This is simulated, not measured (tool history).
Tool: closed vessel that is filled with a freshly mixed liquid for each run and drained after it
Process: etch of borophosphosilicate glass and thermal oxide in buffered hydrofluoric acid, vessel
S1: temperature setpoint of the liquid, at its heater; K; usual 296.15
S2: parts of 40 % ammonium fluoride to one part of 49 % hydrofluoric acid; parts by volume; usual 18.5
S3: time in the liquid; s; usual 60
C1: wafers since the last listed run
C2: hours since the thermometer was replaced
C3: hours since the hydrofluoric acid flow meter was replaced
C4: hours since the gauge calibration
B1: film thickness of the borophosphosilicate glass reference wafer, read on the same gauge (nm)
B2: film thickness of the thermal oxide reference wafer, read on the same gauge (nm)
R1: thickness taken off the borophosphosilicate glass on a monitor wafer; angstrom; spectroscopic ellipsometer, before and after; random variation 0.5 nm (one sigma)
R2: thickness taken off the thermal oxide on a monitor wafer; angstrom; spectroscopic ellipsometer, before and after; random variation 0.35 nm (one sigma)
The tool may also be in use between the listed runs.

run,hour,S1,S2,S3,C1,C2,C3,C4,B1,B2,R1,R2
1,0,294.65,18.5,60,0,1590.3,252.4,655.5,99.97,140.01,523,358.2
2,28.8,296.15,15.5,60,4159,1619.1,281.2,684.3,99.98,140.05,670.8,471.7
3,59,296.15,18.5,60,4361,1649.3,311.4,714.5,99.97,140.02,586.7,401.4
4,82.4,296.15,18.5,60,3379,1672.7,334.8,737.9,100.01,139.97,578.7,398.2
5,107.2,296.15,18.5,35,3581,1697.5,359.6,762.7,99.98,140.01,342.1,234
# hour 124: gauge calibrated
6,135.9,296.15,18.5,35,4145,1726.2,388.3,11.9,99.99,139.99,347.3,238.8
7,153.9,296.15,18.5,35,2599,1744.2,406.3,29.9,99.99,139.99,343.7,233.5
8,166.2,296.15,18.5,60,1776,1756.5,418.6,42.2,100,140,601.3,401.8
9,197.1,296.15,18.5,60,4462,1787.4,449.5,73.1,100.02,139.99,598.1,401.7
10,222.1,291.65,22.5,30,3610,1812.4,474.5,98.1,99.99,139.98,193.1,130.4
11,257.1,291.65,13,40,5055,1847.4,509.5,133.1,99.99,140.02,443.1,301.7
12,269.4,296.15,13,50,1776,1859.7,521.8,145.4,100.04,139.98,707.3,483.9
13,288.4,292.65,15,60,2744,1878.7,540.8,164.4,100,139.98,608.9,418.8
14,316.9,296.15,18.5,60,4116,1907.2,569.3,192.9,100,140.01,615.6,413.5
# hour 318.1: thermometer replaced
15,347.9,296.15,18.5,85,4332,29.8,600.3,223.9,100.03,139.99,867,594.5
16,372.5,300.65,18.5,50,3553,54.4,624.9,248.5,99.99,140,654,447.5
# hour 387.7: hydrofluoric acid flow meter replaced
17,391,294.65,18.5,60,2527,72.9,3.3,267,99.97,139.98,507.5,335.5
18,406.2,296.15,18.5,40,2195,88.1,18.5,282.2,100.02,139.98,359.7,246.8
19,423.1,301.15,14.5,95,2440,105,35.4,299.1,99.99,140,1443.8,975.2
20,456,298.15,13,35,4751,137.9,68.3,332,100.02,139.98,507.1,344.5
21,485.8,293.15,18.5,60,4304,167.7,98.1,361.8,99.99,140.01,469.5,314.9
22,515.1,296.15,24.5,60,4231,197,127.4,391.1,99.98,140.02,437.8,302.6
23,532.2,296.15,18.5,90,2469,214.1,144.5,408.2,100.01,140.02,838.8,579.1
24,559.8,296.15,23.5,60,3986,241.7,172.1,435.8,99.98,140.01,463,314.9
25,575.4,296.15,18.5,60,2253,257.3,187.7,451.4,100,139.99,560.8,378.2
26,591.8,293.65,18.5,30,2368,273.7,204.1,467.8,99.99,140,243.5,166.6

Forecast each of these 3 alternatives for the next run:
A,592.5,296.15,22.5,60,101,274.4,204.8,468.5,?,?,?,?
B,592.5,298.65,18.5,40,101,274.4,204.8,468.5,?,?,?,?
C,592.5,301.15,11.5,30,101,274.4,204.8,468.5,?,?,?,?

run,B1,B2,R1,R2
A,100.04,139.97,469.1,321.3
B,100.04,139.97,425.7,291.8
C,100.04,139.97,582.2,398.8
Without the tool's hidden state the same runs would have given:
run,R1,R2
A,453.5,310.7
B,405.6,278.1
C,554.9,380.2
